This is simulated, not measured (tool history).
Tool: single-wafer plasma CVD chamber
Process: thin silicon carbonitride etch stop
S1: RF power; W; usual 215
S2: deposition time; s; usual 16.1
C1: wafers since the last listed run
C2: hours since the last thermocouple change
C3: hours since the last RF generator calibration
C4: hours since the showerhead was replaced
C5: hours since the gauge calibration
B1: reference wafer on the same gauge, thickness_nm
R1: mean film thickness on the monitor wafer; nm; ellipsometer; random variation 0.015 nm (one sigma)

run,hour,S1,S2,C1,C2,C3,C4,C5,B1,R1
1,0.0,215,18.2,0,1416.6,1247.6,5846.7,268.3,10.230,10.494
2,9.6,235,16.1,200,1426.2,1257.2,5856.3,277.9,10.228,9.463
3,20.2,235,16.1,221,1436.8,1267.8,5866.9,288.5,10.230,9.477
4,31.1,225,16.1,227,1447.7,1278.7,5877.8,299.4,10.231,9.365
5,46.4,225,16.1,319,1463.0,1294.0,5893.1,314.7,10.231,9.385
6,57.6,215,14.7,233,1474.2,1305.2,5904.3,325.9,10.222,8.471
7,64.2,215,14.7,137,1480.8,1311.8,5910.9,332.5,10.228,8.447
8,74.9,215,14.7,223,1491.5,1322.5,5921.6,343.2,10.235,8.447
9,86.6,215,16.1,244,1503.2,1334.2,5933.3,354.9,10.228,9.232
10,99.7,205,16.1,273,1516.3,1347.3,5946.4,368.0,10.235,9.120
11,108.4,205,16.1,181,1525.0,1356.0,5955.1,376.7,10.228,9.130
# hour 118.4: thermocouple changed; heater temperature recalibrated
12,120.7,215,16.1,89,2.3,1368.3,5967.4,389.0,10.229,9.250
13,137.8,215,16.1,357,19.4,1385.4,5984.5,406.1,10.228,9.244
# hour 148.8: gauge calibrated
14,149.8,215,18.6,250,31.4,1397.4,5996.5,1.0,10.228,10.674
15,172.7,250,17.8,478,54.3,1420.3,6019.4,23.9,10.228,10.618
16,183.1,185,14.6,217,64.7,1430.7,6029.8,34.3,10.226,8.089
17,193.1,230,15.0,208,74.7,1440.7,6039.8,44.3,10.227,8.746
18,201.5,215,18.7,175,83.1,1449.1,6048.2,52.7,10.238,10.770
19,216.5,255,14.8,313,98.1,1464.1,6063.2,67.7,10.239,8.867
# hour 231.5: showerhead replaced
20,232.0,215,16.1,156,113.6,1479.6,0.5,83.2,10.230,9.239
21,238.0,175,17.2,125,119.6,1485.6,6.5,89.2,10.230,9.382
22,248.0,245,14.2,208,129.6,1495.6,16.5,99.2,10.240,8.429
23,264.9,185,17.2,352,146.5,1512.5,33.4,116.1,10.228,9.509
24,279.8,215,16.1,311,161.4,1527.4,48.3,131.0,10.229,9.232
# hour 298.8: RF generator calibrated
25,299.3,215,16.1,240,180.9,0.5,67.8,150.5,10.224,9.449
26,306.9,235,18.4,158,188.5,8.1,75.4,158.1,10.228,11.042
27,322.0,215,17.6,315,203.6,23.2,90.5,173.2,10.226,10.313
28,337.7,215,15.2,327,219.3,38.9,106.2,188.9,10.232,8.909
29,345.5,215,17.8,162,227.1,46.7,114.0,196.7,10.228,10.415
30,361.8,215,16.1,340,243.4,63.0,130.3,213.0,10.227,9.423
31,378.4,190,12.9,346,260.0,79.6,146.9,229.6,10.224,7.316
32,393.4,215,14.7,313,275.0,94.6,161.9,244.6,10.229,8.618
33,422.4,250,12.9,605,304.0,123.6,190.9,273.6,10.237,7.874
34,434.6,215,16.1,254,316.2,135.8,203.1,285.8,10.232,9.416
35,449.1,215,13.9,302,330.7,150.3,217.6,300.3,10.231,8.143
36,463.3,225,19.0,296,344.9,164.5,231.8,314.5,10.231,11.262

Forecast each of these 4 alternatives for the next run:
A,463.7,215,16.1,8,345.3,164.9,232.2,314.9,?,?
B,463.7,215,18.5,8,345.3,164.9,232.2,314.9,?,?
C,463.7,245,16.1,8,345.3,164.9,232.2,314.9,?,?
D,463.7,215,17.1,8,345.3,164.9,232.2,314.9,?,?

run,B1,R1
A,10.223,9.426
B,10.223,10.832
C,10.223,9.738
D,10.223,10.012
Without the tool's hidden state the same runs would have given:
run,R1
A,9.454
B,10.863
C,9.767
D,10.041

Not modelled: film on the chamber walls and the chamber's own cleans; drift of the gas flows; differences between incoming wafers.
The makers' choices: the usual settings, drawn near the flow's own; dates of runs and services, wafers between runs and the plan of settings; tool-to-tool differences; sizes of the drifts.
